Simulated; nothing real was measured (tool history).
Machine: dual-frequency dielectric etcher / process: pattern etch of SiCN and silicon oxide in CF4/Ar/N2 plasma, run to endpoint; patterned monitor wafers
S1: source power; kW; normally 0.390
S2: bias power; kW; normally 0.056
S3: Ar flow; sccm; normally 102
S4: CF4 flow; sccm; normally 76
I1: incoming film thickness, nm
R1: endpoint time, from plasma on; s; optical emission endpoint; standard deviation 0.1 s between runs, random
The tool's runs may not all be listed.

run    hour     S1     S2   S3  S4    I1    R1
  1     0.0  0.390  0.056  102  76  9.47  13.1
  2    60.1  0.390  0.056  102  76  9.56  13.2
  3   121.6  0.390  0.056  102  76  9.54  13.1
  4   156.2  0.390  0.056   82  76  9.56  12.6
  5   185.3  0.450  0.043   87  76  9.54  12.4
      235.9  -- bias power generator calibrated
  6   251.9  0.390  0.056  102  76  9.56  13.0
      283.0  -- wet clean of the chamber
  7   320.1  0.390  0.056  114  76  9.58  13.9
      355.8  -- CF4 flow controller replaced
  8   366.9  0.390  0.052  121  76  9.49  14.2
  9   424.6  0.300  0.046  102  87  9.51  16.4
 10   478.6  0.390  0.056  102  76  9.44  13.0
      510.0  -- source power generator calibrated
 11   536.1  0.300  0.061  102  82  9.46  14.7
      566.5  -- upper electrode replaced, of another model than before
 12   574.1  0.390  0.056  102  76  9.55  13.2
 13   622.4  0.390  0.051  102  76  9.54  13.5
      663.0  -- wet clean of the chamber
 14   684.7  0.390  0.056  102  76  9.58  13.5
 15   730.3  0.390  0.067  102  76  9.41  12.3
 16   785.8  0.390  0.056  102  76  9.48  13.1
 17   875.2  0.360  0.045  114  76  9.61  16.4
 18   909.1  0.390  0.056  102  60  9.48  13.4
 19   975.5  0.420  0.056   79  85  9.48  11.4
 20  1005.1  0.470  0.056  102  59  9.59  11.3
     1058.3  -- wet clean of the chamber
 21  1058.8  0.390  0.056  102  76  9.53  13.6
 22  1087.9  0.390  0.056   77  67  9.52  13.2
 23  1112.6  0.390  0.056  117  76  9.55  13.8
 24  1183.0  0.390  0.056  102  66  9.44  13.7

Here are 4 independent what-if runs from the current tool condition. What would each one return?
  A  1183.4  0.390  0.048  102  76  9.46   ?
  B  1183.4  0.390  0.050  102  76  9.46   ?
  C  1183.4  0.420  0.064   79  81  9.46   ?
  D  1183.4  0.490  0.046   87  81  9.46   ?

run    R1
  A  14.2
  B  14.0
  C  11.1
  D  11.1
Stripped of hidden state, with their random variation kept, the same runs would have yielded:
run    R1
  A  14.5
  B  14.2
  C  11.3
  D  11.3
